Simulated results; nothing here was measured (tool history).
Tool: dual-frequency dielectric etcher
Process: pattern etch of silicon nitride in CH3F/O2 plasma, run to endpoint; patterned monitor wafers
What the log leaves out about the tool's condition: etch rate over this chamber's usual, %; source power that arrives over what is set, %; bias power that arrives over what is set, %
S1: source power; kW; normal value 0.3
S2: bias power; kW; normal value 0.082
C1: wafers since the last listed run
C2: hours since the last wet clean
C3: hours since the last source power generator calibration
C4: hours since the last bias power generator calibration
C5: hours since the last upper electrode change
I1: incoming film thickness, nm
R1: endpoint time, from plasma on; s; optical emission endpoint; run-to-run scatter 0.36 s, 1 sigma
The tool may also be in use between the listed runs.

Run 1, hour 0: usual settings; C1 0; C2 15.8; C3 1617.3; C4 2530.4; C5 2339; I1 92.2. Result: R1 98 s.
Run 2, hour 63.2: usual settings; C1 433; C2 79; C3 1680.5; C4 2593.6; C5 2402.2; I1 91.1. Result: R1 97 s.
Run 3, hour 118.3: usual settings; C1 377; C2 134.1; C3 1735.6; C4 2648.7; C5 2457.3; I1 92.3. Result: R1 98.7 s.
Run 4, hour 215.9: usual settings; C1 668; C2 231.7; C3 1833.2; C4 2746.3; C5 2554.9; I1 90.6. Result: R1 96.3 s.
Run 5, hour 243.8: usual settings but S2 0.09 kW; C1 191; C2 259.6; C3 1861.1; C4 2774.2; C5 2582.8; I1 91.9. Result: R1 94.2 s.
Run 6, hour 304.8: usual settings but S2 0.09 kW; C1 418; C2 320.6; C3 1922.1; C4 2835.2; C5 2643.8; I1 91.8. Result: R1 94.8 s.
Run 7, hour 372.8: usual settings; C1 466; C2 388.6; C3 1990.1; C4 2903.2; C5 2711.8; I1 92. Result: R1 97.2 s.
At hour 413.5: upper electrode replaced.
Run 8, hour 435.6: usual settings; C1 265; C2 451.4; C3 2052.9; C4 2966; C5 22.1; I1 91.3. Result: R1 97.3 s.
Run 9, hour 469.2: usual settings but S2 0.068 kW; C1 230; C2 485; C3 2086.5; C4 2999.6; C5 55.7; I1 91.7. Result: R1 103.9 s.
At hour 518.9: wet clean of the chamber.
Run 10, hour 536.4: usual settings but S1 0.36 kW; C1 296; C2 17.5; C3 2153.7; C4 3066.8; C5 122.9; I1 91.4. Result: R1 90 s.
Run 11, hour 581.1: usual settings but S1 0.36 kW; C1 306; C2 62.2; C3 2198.4; C4 3111.5; C5 167.6; I1 91.9. Result: R1 91 s.
Run 12, hour 771.2: usual settings but S2 0.071 kW; C1 1303; C2 252.3; C3 2388.5; C4 3301.6; C5 357.7; I1 91.9. Result: R1 103 s.
Run 13, hour 836: usual settings but S2 0.071 kW; C1 444; C2 317.1; C3 2453.3; C4 3366.4; C5 422.5; I1 92.1. Result: R1 102.9 s.
Run 14, hour 891.2: usual settings but S1 0.33 kW, S2 0.094 kW; C1 378; C2 372.3; C3 2508.5; C4 3421.6; C5 477.7; I1 92. Result: R1 90.2 s.
Run 15, hour 930.2: usual settings but S1 0.25 kW; C1 267; C2 411.3; C3 2547.5; C4 3460.6; C5 516.7; I1 91.6. Result: R1 104.3 s.
At hour 977.1: source power generator calibrated.
At hour 995.5: wet clean of the chamber.
Run 16, hour 996: usual settings but S1 0.28 kW, S2 0.097 kW; C1 297; C2 0.5; C3 18.9; C4 3526.4; C5 582.5; I1 92.4. Result: R1 96.7 s.
Run 17, hour 1163.4: usual settings; C1 1147; C2 167.9; C3 186.3; C4 3693.8; C5 749.9; I1 92.2. Result: R1 99.1 s.
Run 18, hour 1227.6: usual settings but S1 0.23 kW, S2 0.075 kW; C1 440; C2 232.1; C3 250.5; C4 3758; C5 814.1; I1 91. Result: R1 111.8 s.
Run 19, hour 1275.6: usual settings but S1 0.23 kW; C1 329; C2 280.1; C3 298.5; C4 3806; C5 862.1; I1 92. Result: R1 109.6 s.
Run 20, hour 1335.4: usual settings but S1 0.33 kW, S2 0.092 kW; C1 409; C2 339.9; C3 358.3; C4 3865.8; C5 921.9; I1 91.8. Result: R1 90.8 s.
At hour 1384.1: bias power generator calibrated.
Run 21, hour 1384.6: usual settings but S1 0.35 kW, S2 0.066 kW; C1 309; C2 389.1; C3 407.5; C4 0.5; C5 971.1; I1 92.1. Result: R1 99.5 s.
Run 22, hour 1409.3: usual settings; C1 169; C2 413.8; C3 432.2; C4 25.2; C5 995.8; I1 92.9. Result: R1 99.8 s.
Run 23, hour 1436.6: usual settings but S1 0.37 kW, S2 0.075 kW; C1 187; C2 441.1; C3 459.5; C4 52.5; C5 1023.1; I1 91.6. Result: R1 93 s.
Run 24, hour 1497: usual settings; C1 414; C2 501.5; C3 519.9; C4 112.9; C5 1083.5; I1 92.5. Result: R1 99.2 s.
Run 25, hour 1524.8: usual settings but S1 0.34 kW; C1 190; C2 529.3; C3 547.7; C4 140.7; C5 1111.3; I1 91.7. Result: R1 93.2 s.
At hour 1569: wet clean of the chamber.
Run 26, hour 1585: usual settings but S1 0.26 kW, S2 0.065 kW; C1 248; C2 16; C3 607.9; C4 200.9; C5 1171.5; I1 92.1. Result: R1 112.6 s.
Run 27, hour 1655: usual settings but S1 0.25 kW, S2 0.064 kW; C1 479; C2 86; C3 677.9; C4 270.9; C5 1241.5; I1 91.9. Result: R1 114.6 s.
Run 28, hour 1691.4: usual settings but S1 0.25 kW, S2 0.064 kW; C1 249; C2 122.4; C3 714.3; C4 307.3; C5 1277.9; I1 92.3. Result: R1 115.3 s.
Run 29, hour 1727.5: usual settings but S2 0.077 kW; C1 247; C2 158.5; C3 750.4; C4 343.4; C5 1314; I1 92.6. Result: R1 100.9 s.
Run 30, hour 1774.9: usual settings but S1 0.26 kW, S2 0.063 kW; C1 324; C2 205.9; C3 797.8; C4 390.8; C5 1361.4; I1 92.3. Result: R1 114.3 s.
Run 31, hour 1837.9: usual settings but S1 0.34 kW, S2 0.093 kW; C1 431; C2 268.9; C3 860.8; C4 453.8; C5 1424.4; I1 91.5. Result: R1 89.1 s.
Run 32, hour 1884: usual settings but S2 0.094 kW; C1 315; C2 315; C3 906.9; C4 499.9; C5 1470.5; I1 93. Result: R1 95.1 s.
Run 33, hour 1954.3: usual settings but S1 0.36 kW, S2 0.077 kW; C1 481; C2 385.3; C3 977.2; C4 570.2; C5 1540.8; I1 92. Result: R1 93 s.
At hour 2001.6: wet clean of the chamber.
Run 34, hour 2012.6: usual settings but S1 0.35 kW, S2 0.095 kW; C1 235; C2 11; C3 1035.5; C4 628.5; C5 1599.1; I1 91.6. Result: R1 87.4 s.
Run 35, hour 2044.2: usual settings but S1 0.33 kW, S2 0.096 kW; C1 216; C2 42.6; C3 1067.1; C4 660.1; C5 1630.7; I1 92.2. Result: R1 89.8 s.
Run 36, hour 2074.7: usual settings but S1 0.37 kW, S2 0.062 kW; C1 209; C2 73.1; C3 1097.6; C4 690.6; C5 1661.2; I1 92.4. Result: R1 99.3 s.

Here are 3 independent what-if runs from the current tool condition. What would each one return?
Run A, hour 2075.2: usual settings but S2 0.067 kW; C1 3; C2 73.6; C3 1098.1; C4 691.1; C5 1661.7; I1 92.6. Result: R1 ?.
Run B, hour 2075.2: usual settings but S1 0.33 kW; C1 3; C2 73.6; C3 1098.1; C4 691.1; C5 1661.7; I1 92.6. Result: R1 ?.
Run C, hour 2075.2: usual settings but S1 0.37 kW, S2 0.077 kW; C1 3; C2 73.6; C3 1098.1; C4 691.1; C5 1661.7; I1 92.6. Result: R1 ?.

run     R1
  A  104.7
  B   94.2
  C     92
Stripped of hidden state, with their random variation kept, the same runs would have yielded:
run    R1
  A   106
  B  95.4
  C  93.2

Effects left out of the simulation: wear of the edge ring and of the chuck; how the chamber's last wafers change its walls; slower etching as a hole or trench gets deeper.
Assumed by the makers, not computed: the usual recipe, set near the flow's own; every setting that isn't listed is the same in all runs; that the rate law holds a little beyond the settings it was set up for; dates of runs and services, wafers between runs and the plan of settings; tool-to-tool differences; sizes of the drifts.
